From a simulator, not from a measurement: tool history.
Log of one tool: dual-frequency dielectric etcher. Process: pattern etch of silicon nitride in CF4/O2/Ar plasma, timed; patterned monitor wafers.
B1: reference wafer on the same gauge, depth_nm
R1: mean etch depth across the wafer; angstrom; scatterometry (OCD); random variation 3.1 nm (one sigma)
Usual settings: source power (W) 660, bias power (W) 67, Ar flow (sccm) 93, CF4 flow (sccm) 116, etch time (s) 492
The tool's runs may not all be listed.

{"run": 1, "day": 0.0, "source power (W)": 660, "bias power (W)": 67, "Ar flow (sccm)": 93, "CF4 flow (sccm)": 128, "etch time (s)": 492, "B1": 1330.6, "R1": 13629}
{"run": 2, "day": 2.217, "source power (W)": 660, "bias power (W)": 67, "Ar flow (sccm)": 93, "CF4 flow (sccm)": 128, "etch time (s)": 492, "B1": 1329.9, "R1": 13654}
{"run": 3, "day": 3.942, "source power (W)": 660, "bias power (W)": 67, "Ar flow (sccm)": 93, "CF4 flow (sccm)": 128, "etch time (s)": 492, "B1": 1330, "R1": 13618}
{"run": 4, "day": 7.325, "source power (W)": 660, "bias power (W)": 67, "Ar flow (sccm)": 93, "CF4 flow (sccm)": 116, "etch time (s)": 492, "B1": 1329.3, "R1": 13481}
{"run": 5, "day": 8.979, "source power (W)": 660, "bias power (W)": 67, "Ar flow (sccm)": 93, "CF4 flow (sccm)": 116, "etch time (s)": 492, "B1": 1329.7, "R1": 13459}
{"run": 6, "day": 11.192, "source power (W)": 660, "bias power (W)": 67, "Ar flow (sccm)": 103, "CF4 flow (sccm)": 116, "etch time (s)": 492, "B1": 1330, "R1": 13264}
{"run": 7, "day": 12.967, "source power (W)": 660, "bias power (W)": 67, "Ar flow (sccm)": 93, "CF4 flow (sccm)": 116, "etch time (s)": 492, "B1": 1330, "R1": 13467}
{"run": 8, "day": 17.458, "source power (W)": 660, "bias power (W)": 67, "Ar flow (sccm)": 93, "CF4 flow (sccm)": 116, "etch time (s)": 492, "B1": 1329.7, "R1": 13470}
{"run": 9, "day": 28.154, "source power (W)": 660, "bias power (W)": 67, "Ar flow (sccm)": 93, "CF4 flow (sccm)": 116, "etch time (s)": 492, "B1": 1330.3, "R1": 13072}
{"run": 10, "day": 30.85, "source power (W)": 660, "bias power (W)": 67, "Ar flow (sccm)": 93, "CF4 flow (sccm)": 116, "etch time (s)": 492, "B1": 1329.5, "R1": 13081}
{"run": 11, "day": 33.738, "source power (W)": 660, "bias power (W)": 67, "Ar flow (sccm)": 93, "CF4 flow (sccm)": 116, "etch time (s)": 492, "B1": 1329.5, "R1": 13101}
{"run": 12, "day": 35.488, "source power (W)": 510, "bias power (W)": 67, "Ar flow (sccm)": 86, "CF4 flow (sccm)": 116, "etch time (s)": 492, "B1": 1330.1, "R1": 11276}
{"run": 13, "day": 38.792, "source power (W)": 550, "bias power (W)": 79, "Ar flow (sccm)": 93, "CF4 flow (sccm)": 116, "etch time (s)": 492, "B1": 1329.7, "R1": 12545}
{"run": 14, "day": 43.371, "source power (W)": 660, "bias power (W)": 67, "Ar flow (sccm)": 93, "CF4 flow (sccm)": 116, "etch time (s)": 492, "B1": 1329.3, "R1": 13170}
{"run": 15, "day": 45.317, "source power (W)": 660, "bias power (W)": 67, "Ar flow (sccm)": 93, "CF4 flow (sccm)": 116, "etch time (s)": 492, "B1": 1330.9, "R1": 13164}
{"run": 16, "day": 49.542, "source power (W)": 610, "bias power (W)": 62, "Ar flow (sccm)": 103, "CF4 flow (sccm)": 116, "etch time (s)": 443, "B1": 1329.8, "R1": 10675}
{"run": 17, "day": 52.921, "source power (W)": 600, "bias power (W)": 67, "Ar flow (sccm)": 93, "CF4 flow (sccm)": 116, "etch time (s)": 492, "B1": 1329.9, "R1": 12339}
{"run": 18, "day": 53.904, "source power (W)": 660, "bias power (W)": 67, "Ar flow (sccm)": 93, "CF4 flow (sccm)": 116, "etch time (s)": 492, "B1": 1329.5, "R1": 13198}
{"run": 19, "day": 57.512, "source power (W)": 760, "bias power (W)": 54, "Ar flow (sccm)": 103, "CF4 flow (sccm)": 97, "etch time (s)": 492, "B1": 1330.2, "R1": 12536}
{"run": 20, "day": 59.95, "source power (W)": 750, "bias power (W)": 55, "Ar flow (sccm)": 93, "CF4 flow (sccm)": 105, "etch time (s)": 492, "B1": 1329.8, "R1": 12984}
{"run": 21, "day": 68.583, "source power (W)": 660, "bias power (W)": 67, "Ar flow (sccm)": 87, "CF4 flow (sccm)": 107, "etch time (s)": 492, "B1": 1329.8, "R1": 13172}
{"run": 22, "day": 70.979, "source power (W)": 740, "bias power (W)": 52, "Ar flow (sccm)": 93, "CF4 flow (sccm)": 116, "etch time (s)": 570, "B1": 1329.9, "R1": 14800}

Taken out of this log: 9 entries between the listed runs. Where each belongs, and how the hidden state differs across it:
Between runs 1 and 2: wet clean of the chamber (day 1.442)
  source power that arrives over what is set, %: 4.16 -> 4.24
  measured less the result without the state, R1: +368 -> +375 angstrom
Between runs 8 and 9: source power generator calibrated (day 22.554); wet clean of the chamber (day 26.479)
  source power that arrives over what is set, %: 4.76 -> 0.223
  measured less the result without the state, R1: +413 -> +19 angstrom
Between runs 12 and 13: CF4 flow controller replaced (day 36.196); Ar flow controller replaced (day 38.021); upper electrode replaced (day 38.538)
  source power that arrives over what is set, %: 0.475 -> 0.589
  measured less the result without the state, R1: +36 -> +49 angstrom
Between runs 15 and 16: bias power generator calibrated (day 47.383)
  source power that arrives over what is set, %: 0.814 -> 0.959
  measured less the result without the state, R1: +71 -> +68 angstrom
Between runs 16 and 17: gauge calibrated (day 52.092); wet clean of the chamber (day 52.9)
  source power that arrives over what is set, %: 0.959 -> 1.08
  measured less the result without the state, R1: +68 -> +88 angstrom
